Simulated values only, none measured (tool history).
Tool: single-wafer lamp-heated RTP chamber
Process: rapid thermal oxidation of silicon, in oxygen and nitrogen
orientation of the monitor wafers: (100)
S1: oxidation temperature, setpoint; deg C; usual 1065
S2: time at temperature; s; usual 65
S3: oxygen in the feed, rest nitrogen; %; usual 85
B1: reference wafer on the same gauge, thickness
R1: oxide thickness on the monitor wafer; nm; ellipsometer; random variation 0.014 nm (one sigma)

run	hour	S1	S2	S3	B1	R1
1	0.0	1044	65	85	10.119	8.269
2	8.0	1065	65	85	10.119	9.494
3	20.5	1065	65	85	10.119	9.511
4	30.0	1065	65	85	10.118	9.535
5	45.2	1045	41	85	10.119	6.799
6	55.3	1045	41	85	10.120	6.806
7	68.3	1065	65	85	10.119	9.551
8	97.0	1065	65	85	10.121	9.562
# hour 116.0: pyrometer window cleaned and pyrometer calibrated
9	116.5	1065	65	85	10.122	9.168
10	121.2	1065	65	85	10.122	9.217
11	139.0	1065	65	85	10.120	9.197
12	152.8	1065	65	67	10.117	8.427
13	164.5	1065	65	67	10.120	8.449
14	174.2	1065	65	85	10.119	9.197
15	187.4	1065	65	85	10.121	9.207
16	200.0	1082	65	68	10.118	9.525
17	212.7	1054	65	85	10.119	8.575
# hour 221.1: gauge calibrated
# hour 236.9: oxygen flow controller replaced
18	237.4	1038	56	85	10.122	7.199
19	239.7	1045	80	85	10.124	8.853
20	245.9	1065	42	93	10.120	7.863
21	257.9	1044	44	98	10.117	7.090
22	275.6	1065	65	85	10.122	9.235
23	281.7	1094	56	70	10.119	9.757
24	288.7	1065	65	85	10.124	9.260
25	299.4	1057	36	65	10.121	6.162
26	311.0	1065	42	98	10.118	8.029
27	326.8	1094	93	98	10.118	13.903
28	344.4	1065	65	98	10.119	9.751
29	355.1	1092	65	85	10.118	11.069

The next listed run, before its measurement:
30	368.0	1045	65	85	?	?

B1: 10.117
R1: 8.095 nm
Without the tool's hidden state the same run would have given R1 7.984 nm.

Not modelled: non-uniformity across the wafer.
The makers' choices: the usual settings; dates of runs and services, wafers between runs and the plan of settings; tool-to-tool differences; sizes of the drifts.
